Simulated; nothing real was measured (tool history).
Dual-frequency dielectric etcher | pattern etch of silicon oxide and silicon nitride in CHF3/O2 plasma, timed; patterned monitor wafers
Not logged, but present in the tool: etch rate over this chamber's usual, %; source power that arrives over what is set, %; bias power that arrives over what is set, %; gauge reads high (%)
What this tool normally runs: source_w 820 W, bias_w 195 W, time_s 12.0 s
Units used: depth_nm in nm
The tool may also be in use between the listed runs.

| run | hour | source_w | bias_w | time_s | wafers since the last listed run | hours since the last wet clean | hours since the last source power generator calibration | hours since the last bias power generator calibration | hours since the last upper electrode change | hours since the gauge calibration | read-back reference wafer on the same gauge, depth_nm | depth_nm |
|---|---|---|---|---|---|---|---|---|---|---|---|---|
| 1 | 0.0 | 820 | 177 | 12.0 | 0 | 454.9 | 2271.6 | 4057.0 | 16.8 | 1354.2 | 19.87 | 20.71 |
|  | 29.2 | wet clean of the chamber |
| 2 | 35.9 | 820 | 177 | 12.0 | 154 | 6.7 | 2307.5 | 4092.9 | 52.7 | 1390.1 | 19.97 | 20.74 |
| 3 | 66.4 | 740 | 195 | 12.0 | 396 | 37.2 | 2338.0 | 4123.4 | 83.2 | 1420.6 | 19.99 | 20.61 |
| 4 | 122.5 | 890 | 222 | 12.0 | 728 | 93.3 | 2394.1 | 4179.5 | 139.3 | 1476.7 | 20.01 | 22.73 |
| 5 | 143.0 | 820 | 216 | 12.0 | 266 | 113.8 | 2414.6 | 4200.0 | 159.8 | 1497.2 | 20.16 | 21.93 |
|  | 168.6 | gauge calibrated |
| 6 | 178.0 | 820 | 216 | 12.0 | 454 | 148.8 | 2449.6 | 4235.0 | 194.8 | 9.4 | 19.08 | 20.69 |
| 7 | 199.1 | 820 | 216 | 12.0 | 273 | 169.9 | 2470.7 | 4256.1 | 215.9 | 30.5 | 18.99 | 20.69 |
| 8 | 231.2 | 820 | 195 | 12.0 | 416 | 202.0 | 2502.8 | 4288.2 | 248.0 | 62.6 | 19.03 | 20.37 |
| 9 | 275.8 | 820 | 195 | 12.0 | 579 | 246.6 | 2547.4 | 4332.8 | 292.6 | 107.2 | 19.02 | 20.33 |
| 10 | 309.6 | 820 | 195 | 12.0 | 438 | 280.4 | 2581.2 | 4366.6 | 326.4 | 141.0 | 19.04 | 20.28 |
| 11 | 333.8 | 820 | 195 | 12.0 | 314 | 304.6 | 2605.4 | 4390.8 | 350.6 | 165.2 | 19.03 | 20.27 |
| 12 | 357.5 | 1020 | 237 | 10.5 | 307 | 328.3 | 2629.1 | 4414.5 | 374.3 | 188.9 | 19.02 | 20.19 |
| 13 | 369.7 | 820 | 195 | 12.0 | 158 | 340.5 | 2641.3 | 4426.7 | 386.5 | 201.1 | 19.07 | 20.33 |
| 14 | 386.1 | 820 | 195 | 12.0 | 212 | 356.9 | 2657.7 | 4443.1 | 402.9 | 217.5 | 19.08 | 20.29 |
| 15 | 413.5 | 960 | 195 | 9.0 | 355 | 384.3 | 2685.1 | 4470.5 | 430.3 | 244.9 | 19.09 | 16.39 |
| 16 | 443.9 | 820 | 195 | 12.0 | 394 | 414.7 | 2715.5 | 4500.9 | 460.7 | 275.3 | 19.06 | 20.45 |
| 17 | 478.6 | 820 | 218 | 12.0 | 450 | 449.4 | 2750.2 | 4535.6 | 495.4 | 310.0 | 19.10 | 20.83 |
|  | 501.2 | source power generator calibrated |
|  | 516.6 | wet clean of the chamber |
| 18 | 517.1 | 930 | 213 | 15.0 | 248 | 0.5 | 15.9 | 4574.1 | 533.9 | 348.5 | 19.14 | 27.11 |
| 19 | 532.5 | 890 | 179 | 12.0 | 199 | 15.9 | 31.3 | 4589.5 | 549.3 | 363.9 | 19.11 | 20.75 |
| 20 | 545.8 | 820 | 195 | 10.0 | 172 | 29.2 | 44.6 | 4602.8 | 562.6 | 377.2 | 19.05 | 17.01 |
| 21 | 560.7 | 890 | 195 | 12.0 | 193 | 44.1 | 59.5 | 4617.7 | 577.5 | 392.1 | 19.09 | 21.02 |
|  | 582.9 | bias power generator calibrated |
| 22 | 583.4 | 1010 | 173 | 15.0 | 242 | 66.8 | 82.2 | 0.5 | 600.2 | 414.8 | 19.11 | 27.20 |
| 23 | 603.7 | 820 | 195 | 12.0 | 263 | 87.1 | 102.5 | 20.8 | 620.5 | 435.1 | 19.11 | 20.49 |
| 24 | 630.2 | 820 | 175 | 12.0 | 344 | 113.6 | 129.0 | 47.3 | 647.0 | 461.6 | 19.12 | 19.88 |
| 25 | 649.9 | 620 | 172 | 12.0 | 255 | 133.3 | 148.7 | 67.0 | 666.7 | 481.3 | 19.15 | 17.88 |
| 26 | 663.7 | 970 | 148 | 14.5 | 179 | 147.1 | 162.5 | 80.8 | 680.5 | 495.1 | 19.20 | 25.26 |
| 27 | 686.5 | 690 | 244 | 10.5 | 296 | 169.9 | 185.3 | 103.6 | 703.3 | 517.9 | 19.18 | 17.57 |
| 28 | 708.2 | 960 | 195 | 15.0 | 281 | 191.6 | 207.0 | 125.3 | 725.0 | 539.6 | 19.22 | 27.23 |
| 29 | 730.0 | 740 | 180 | 14.0 | 283 | 213.4 | 228.8 | 147.1 | 746.8 | 561.4 | 19.19 | 22.82 |
| 30 | 822.3 | 900 | 195 | 13.5 | 1198 | 305.7 | 321.1 | 239.4 | 839.1 | 653.7 | 19.29 | 24.01 |
| 31 | 850.6 | 820 | 195 | 12.0 | 367 | 334.0 | 349.4 | 267.7 | 867.4 | 682.0 | 19.25 | 20.40 |

Take each entry between the runs: how does the hidden state at the last listed run before it differ from the hidden state at the first listed run after it?
Between runs 1 and 2: wet clean of the chamber (hour 29.2)
  gauge reads high (%): 3.59 -> 3.85
  difference, measured minus the result without the unlogged condition, depth_nm: +0.72 -> +0.77 nm
Between runs 5 and 6: gauge calibrated (hour 168.6)
  gauge reads high (%): 4.67 -> -0.837
  difference, measured minus the result without the unlogged condition, depth_nm: +0.98 -> -0.17 nm
Between runs 17 and 18: source power generator calibrated (hour 501.2); wet clean of the chamber (hour 516.6)
  gauge reads high (%): -0.583 -> -0.515
  difference, measured minus the result without the unlogged condition, depth_nm: -0.12 -> -0.14 nm
Between runs 21 and 22: bias power generator calibrated (hour 582.9)
  gauge reads high (%): -0.43 -> -0.381
  difference, measured minus the result without the unlogged condition, depth_nm: -0.09 -> -0.10 nm
